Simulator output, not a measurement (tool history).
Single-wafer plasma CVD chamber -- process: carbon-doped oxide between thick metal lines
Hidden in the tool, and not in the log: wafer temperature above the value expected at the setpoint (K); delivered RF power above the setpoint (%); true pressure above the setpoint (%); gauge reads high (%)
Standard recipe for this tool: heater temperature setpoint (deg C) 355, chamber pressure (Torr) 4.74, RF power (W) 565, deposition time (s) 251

run   hour  heater temperature setpoint (deg C)  chamber pressure (Torr)  RF power (W)  deposition time (s)  wafers since the last listed run  hours since the last thermocouple change  hours since the last RF generator calibration  hours since the last manometer calibration  hours since the showerhead was replaced  hours since the gauge calibration  read-back reference wafer on the same gauge, thickness_nm  mean film thickness on the monitor wafer (Å)
  1    0.0                                  355                     4.74           565                  251                                 0                                      67.8                                         2044.5                                       657.6                                   2902.8                              897.8                                                   1340.765                                      12882.50
  2   18.7                                  355                     4.74           565                  251                               151                                      86.5                                         2063.2                                       676.3                                   2921.5                              916.5                                                   1340.313                                      12821.26
      40.3  -- showerhead replaced
  3  114.4                                  355                     4.74           565                  251                               710                                     182.2                                         2158.9                                       772.0                                     74.1                             1012.2                                                   1340.287                                      12810.59
  4  128.2                                  355                     4.74           565                  251                               111                                     196.0                                         2172.7                                       785.8                                     87.9                             1026.0                                                   1340.700                                      12786.27
  5  155.1                                  346                     4.74           565                  251                               217                                     222.9                                         2199.6                                       812.7                                    114.8                             1052.9                                                   1339.191                                      13054.02
  6  179.4                                  355                     4.74           565                  251                               196                                     247.2                                         2223.9                                       837.0                                    139.1                             1077.2                                                   1340.618                                      12790.88
  7  211.4                                  355                     4.74           565                  251                               259                                     279.2                                         2255.9                                       869.0                                    171.1                             1109.2                                                   1340.107                                      12851.00
  8  233.9                                  355                     4.74           565                  251                               182                                     301.7                                         2278.4                                       891.5                                    193.6                             1131.7                                                   1340.254                                      12762.20
     238.1  -- gauge calibrated
  9  264.4                                  355                     4.74           565                  251                               247                                     332.2                                         2308.9                                       922.0                                    224.1                               26.3                                                   1339.881                                      12737.82
     273.4  -- capacitance manometer re-zeroed and calibrated
 10  278.3                                  344                     4.74           565                  251                                47                                     346.1                                         2322.8                                         4.9                                    238.0                               40.2                                                   1341.711                                      13132.46
 11  318.2                                  350                     3.58           620                  286                               323                                     386.0                                         2362.7                                        44.8                                    277.9                               80.1                                                   1339.988                                      14964.50
 12  382.6                                  355                     4.74           565                  251                               521                                     450.4                                         2427.1                                       109.2                                    342.3                              144.5                                                   1340.250                                      12760.96
 13  396.1                                  355                     4.74           535                  251                               109                                     463.9                                         2440.6                                       122.7                                    355.8                              158.0                                                   1340.043                                      12357.58
 14  421.8                                  355                     4.74           565                  251                               208                                     489.6                                         2466.3                                       148.4                                    381.5                              183.7                                                   1341.007                                      12751.24
 15  456.6                                  355                     4.74           565                  266                               281                                     524.4                                         2501.1                                       183.2                                    416.3                              218.5                                                   1340.423                                      13482.13
 16  475.9                                  355                     4.18           615                  251                               156                                     543.7                                         2520.4                                       202.5                                    435.6                              237.8                                                   1340.360                                      13087.20
 17  494.1                                  355                     4.74           565                  251                               147                                     561.9                                         2538.6                                       220.7                                    453.8                              256.0                                                   1340.455                                      12744.70
     516.8  -- RF generator calibrated
 18  517.3                                  355                     5.56           465                  274                               123                                     585.1                                            0.5                                       243.9                                    477.0                              279.2                                                   1339.625                                      13161.30
 19  529.9                                  355                     4.74           565                  251                               102                                     597.7                                           13.1                                       256.5                                    489.6                              291.8                                                   1340.122                                      13159.50
 20  542.1                                  355                     3.59           565                  251                                98                                     609.9                                           25.3                                       268.7                                    501.8                              304.0                                                   1338.759                                      12665.90
 21  598.9                                  355                     4.74           500                  279                               460                                     666.7                                           82.1                                       325.5                                    558.6                              360.8                                                   1340.725                                      13564.26
 22  618.1                                  341                     4.74           610                  251                               155                                     685.9                                          101.3                                       344.7                                    577.8                              380.0                                                   1340.139                                      14025.16
 23  642.6                                  355                     4.74           625                  251                               198                                     710.4                                          125.8                                       369.2                                    602.3                              404.5                                                   1341.287                                      13746.53
 24  670.4                                  355                     4.74           565                  251                               225                                     738.2                                          153.6                                       397.0                                    630.1                              432.3                                                   1339.108                                      13086.21
 25  701.6                                  355                     4.74           565                  228                               252                                     769.4                                          184.8                                       428.2                                    661.3                              463.5                                                   1340.956                                      11854.60
 26  727.2                                  355                     4.47           565                  251                               207                                     795.0                                          210.4                                       453.8                                    686.9                              489.1                                                   1341.220                                      12946.66
 27  744.5                                  355                     4.74           675                  251                               140                                     812.3                                          227.7                                       471.1                                    704.2                              506.4                                                   1340.510                                      14384.94
 28  773.0                                  349                     4.74           645                  251                               230                                     840.8                                          256.2                                       499.6                                    732.7                              534.9                                                   1340.876                                      14170.80

Run-by-run hidden state of the tool:
true pressure above the setpoint (%): 0, the same for each run
gauge reads high (%): 0, the same for each run
H1: wafer temperature above the value expected at the setpoint (K)
H2: delivered RF power above the setpoint (%)
run     H1      H2
  1  0.659   -4.77
  2   0.67   -4.81
  3  0.771   -5.02
  4  0.791   -5.05
  5  0.835   -5.11
  6  0.879   -5.17
  7  0.945   -5.24
  8  0.996   -5.29
  9   1.07   -5.36
 10   1.11   -5.39
 11   1.22   -5.48
 12   1.43   -5.62
 13   1.48   -5.65
 14   1.58   -5.71
 15   1.71   -5.79
 16   1.79   -5.83
 17   1.87   -5.87
 18   1.98  -0.258
 19   2.03  -0.286
 20   2.09  -0.314
 21   2.37  -0.441
 22   2.47  -0.484
 23   2.61  -0.539
 24   2.76  -0.601
 25   2.95  -0.671
 26    3.1  -0.728
 27   3.21  -0.767
 28    3.4   -0.83
